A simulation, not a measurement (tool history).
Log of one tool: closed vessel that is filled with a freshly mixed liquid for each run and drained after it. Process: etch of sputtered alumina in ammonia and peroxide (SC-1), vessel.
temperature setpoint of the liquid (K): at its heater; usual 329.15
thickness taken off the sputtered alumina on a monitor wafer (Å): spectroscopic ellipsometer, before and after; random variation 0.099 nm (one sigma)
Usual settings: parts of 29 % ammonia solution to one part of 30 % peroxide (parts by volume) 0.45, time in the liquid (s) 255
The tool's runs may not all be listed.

run,day,temperature setpoint of the liquid (K),parts of 29 % ammonia solution to one part of 30 % peroxide (parts by volume),time in the liquid (s),"read-back film thickness of the sputtered alumina reference wafer, read on the same gauge (nm)",thickness taken off the sputtered alumina on a monitor wafer (Å)
1,0.000,329.15,0.45,255,110.02,221.3
2,0.442,329.15,0.45,255,110.02,221.2
3,0.846,329.15,0.45,255,109.96,222.5
4,1.571,326.15,0.45,255,109.98,189.3
5,2.112,326.15,0.45,255,109.95,189.5
6,2.771,329.15,0.45,255,110.02,223.2
7,3.121,329.15,0.45,255,110.01,221.2
8,4.408,329.15,0.35,255,110.02,219.8
9,4.704,329.15,0.35,255,110.02,218.0
10,5.450,329.15,0.45,305,110.03,266.2
11,6.142,329.15,0.45,305,110.02,268.2
12,6.725,329.15,0.40,300,110.01,261.1
# day 6.829: new drum of ammonia solution connected
13,7.092,329.15,0.45,255,110.02,225.1
# day 7.688: thermometer replaced
14,7.804,329.15,0.45,255,110.01,201.6
# day 8.029: ammonia flow meter replaced
15,8.267,329.15,0.45,255,109.99,202.7
16,9.000,329.15,0.45,120,109.99,95.0
17,9.625,329.15,0.45,255,109.97,202.2
18,10.217,329.15,0.45,255,110.01,202.1
# day 10.592: gauge calibrated
19,10.912,329.15,0.65,255,110.02,208.9
20,11.229,322.65,0.40,365,110.01,201.9
21,11.762,321.65,0.45,255,110.01,135.9
22,12.046,329.15,0.45,255,110.01,202.9
23,12.617,329.15,0.45,255,110.05,202.5
24,12.975,336.65,0.35,255,109.99,288.9
25,13.446,329.15,0.60,255,110.03,209.8
26,13.979,329.15,0.25,170,109.96,128.9
27,14.346,323.65,0.35,255,110.03,147.6
28,14.717,324.15,0.60,170,109.97,106.3

Some steps in thickness taken off the sputtered alumina on a monitor wafer (Å) between neighbouring runs. How much of each would the tool show without its hidden state too (settings, what came in, random variation), and how much is left for the hidden state, with any gauge scatter that isn't in both results?
The hidden state here: liquid hotter than its thermometer reads (K); ammonia flow above the setpoint (%); ammonia solution weaker than its label (%); gauge reads high (%).
Run 9 -> 10: parts of 29 % ammonia solution to one part of 30 % peroxide (parts by volume) 0.35 -> 0.45, time in the liquid (s) 255 -> 305. thickness taken off the sputtered alumina on a monitor wafer (Å) +48.2: hidden state +6.0, all else +42.2.
Run 13 -> 14: thermometer replaced. thickness taken off the sputtered alumina on a monitor wafer (Å) -23.5: hidden state -22.7, all else -0.8.
Run 15 -> 16: time in the liquid (s) 255 -> 120. thickness taken off the sputtered alumina on a monitor wafer (Å) -107.7: hidden state -2.5, all else -105.2.
Run 16 -> 17: time in the liquid (s) 120 -> 255. thickness taken off the sputtered alumina on a monitor wafer (Å) +107.2: hidden state +2.9, all else +104.3.
